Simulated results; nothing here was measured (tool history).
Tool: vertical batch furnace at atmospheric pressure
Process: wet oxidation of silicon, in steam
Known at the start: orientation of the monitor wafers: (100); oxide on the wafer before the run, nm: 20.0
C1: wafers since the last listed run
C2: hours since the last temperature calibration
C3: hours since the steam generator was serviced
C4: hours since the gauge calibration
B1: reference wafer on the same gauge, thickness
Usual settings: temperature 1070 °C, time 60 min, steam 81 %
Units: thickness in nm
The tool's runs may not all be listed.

Run 1, hour 0: usual settings; C1 0; C2 1752.9; C3 3545.3; C4 38.8; B1 556.2. Result: thickness 563.19 nm.
Run 2, hour 19.5: usual settings; C1 199; C2 1772.4; C3 3564.8; C4 58.3; B1 555.87. Result: thickness 563.55 nm.
Run 3, hour 31.2: usual settings; C1 119; C2 1784.1; C3 3576.5; C4 70; B1 556.06. Result: thickness 563.58 nm.
Run 4, hour 44.6: usual settings; C1 137; C2 1797.5; C3 3589.9; C4 83.4; B1 556.02. Result: thickness 563.08 nm.
Run 5, hour 58.6: usual settings; C1 143; C2 1811.5; C3 3603.9; C4 97.4; B1 556.44. Result: thickness 562.98 nm.
Run 6, hour 70.9: usual settings; C1 125; C2 1823.8; C3 3616.2; C4 109.7; B1 555.87. Result: thickness 564.93 nm.
Run 7, hour 86.3: usual settings; C1 157; C2 1839.2; C3 3631.6; C4 125.1; B1 556.08. Result: thickness 562.93 nm.
Run 8, hour 96.7: usual settings; C1 106; C2 1849.6; C3 3642; C4 135.5; B1 555.99. Result: thickness 562.33 nm.
Run 9, hour 116.9: usual settings; C1 206; C2 1869.8; C3 3662.2; C4 155.7; B1 555.97. Result: thickness 562.46 nm.
Run 10, hour 125.1: usual settings but time 48 min; C1 83; C2 1878; C3 3670.4; C4 163.9; B1 555.66. Result: thickness 492.52 nm.
At hour 161.7: steam generator serviced.
Run 11, hour 162.2: usual settings but time 48 min; C1 134; C2 1915.1; C3 0.5; C4 201; B1 556.06. Result: thickness 516.21 nm.
Run 12, hour 167.1: usual settings but time 48 min; C1 50; C2 1920; C3 5.4; C4 205.9; B1 556.37. Result: thickness 518.12 nm.
Run 13, hour 172.1: usual settings; C1 51; C2 1925; C3 10.4; C4 210.9; B1 556.12. Result: thickness 589.05 nm.
Run 14, hour 202.1: usual settings; C1 307; C2 1955; C3 40.4; C4 240.9; B1 555.87. Result: thickness 589.09 nm.
At hour 206.7: gauge calibrated.
Run 15, hour 250.3: usual settings but temperature 1051 °C; C1 493; C2 2003.2; C3 88.6; C4 43.6; B1 556.19. Result: thickness 536.2 nm.
Run 16, hour 264.7: usual settings but steam 75 %; C1 147; C2 2017.6; C3 103; C4 58; B1 556.5. Result: thickness 562.39 nm.
Run 17, hour 273.4: usual settings but time 46.5 min, steam 86 %; C1 89; C2 2026.3; C3 111.7; C4 66.7; B1 556.19. Result: thickness 525.2 nm.
At hour 310.9: thermocouples replaced and temperature profile calibrated.
Run 18, hour 311.4: usual settings but temperature 1063 °C, time 47.5 min, steam 90 %; C1 143; C2 0.5; C3 149.7; C4 104.7; B1 555.99. Result: thickness 528.13 nm.
Run 19, hour 316.4: usual settings but time 31.5 min; C1 51; C2 5.5; C3 154.7; C4 109.7; B1 555.85. Result: thickness 401.43 nm.
Run 20, hour 324.2: usual settings; C1 79; C2 13.3; C3 162.5; C4 117.5; B1 555.98. Result: thickness 589.23 nm.
Run 21, hour 333.7: usual settings but temperature 1077 °C, time 83.5 min, steam 88 %; C1 97; C2 22.8; C3 172; C4 127; B1 555.97. Result: thickness 769.34 nm.
Run 22, hour 349.9: usual settings but temperature 1088 °C, time 82 min, steam 86 %; C1 165; C2 39; C3 188.2; C4 143.2; B1 556.13. Result: thickness 786.35 nm.
Run 23, hour 358.7: usual settings; C1 90; C2 47.8; C3 197; C4 152; B1 555.95. Result: thickness 586.88 nm.
Run 24, hour 367.1: usual settings; C1 86; C2 56.2; C3 205.4; C4 160.4; B1 556.05. Result: thickness 588.9 nm.
Run 25, hour 378.1: usual settings but time 48 min; C1 112; C2 67.2; C3 216.4; C4 171.4; B1 555.81. Result: thickness 515.43 nm.
Run 26, hour 392.6: usual settings but time 71 min; C1 148; C2 81.7; C3 230.9; C4 185.9; B1 555.93. Result: thickness 648.59 nm.
Run 27, hour 408.3: usual settings; C1 160; C2 97.4; C3 246.6; C4 201.6; B1 556.09. Result: thickness 588.05 nm.
Run 28, hour 420.7: usual settings but temperature 1089 °C, time 75 min, steam 72 %; C1 127; C2 109.8; C3 259; C4 214; B1 556.08. Result: thickness 676.75 nm.

Some steps in thickness between neighbouring runs. How much of each would the tool show without its hidden state too (settings, what came in, random variation), and how much is left for the hidden state, with any gauge scatter that isn't in both results?
The hidden state here: true tube temperature minus thermocouple reading, K; steam share off its setpoint, % of the setpoint; gauge reads high (%).
Run 9 -> 10: time 60 -> 48. thickness -69.94 nm: hidden state +3.36, all else -73.3.
Run 10 -> 11: steam generator serviced. thickness +23.69 nm: hidden state +24.34, all else -0.65.
Run 19 -> 20: time 31.5 -> 60. thickness +187.8 nm: hidden state -1.38, all else +189.18.
Run 22 -> 23: temperature 1088 -> 1070, time 82 -> 60, steam 86 -> 81. thickness -199.47 nm: hidden state +1.27, all else -200.74.

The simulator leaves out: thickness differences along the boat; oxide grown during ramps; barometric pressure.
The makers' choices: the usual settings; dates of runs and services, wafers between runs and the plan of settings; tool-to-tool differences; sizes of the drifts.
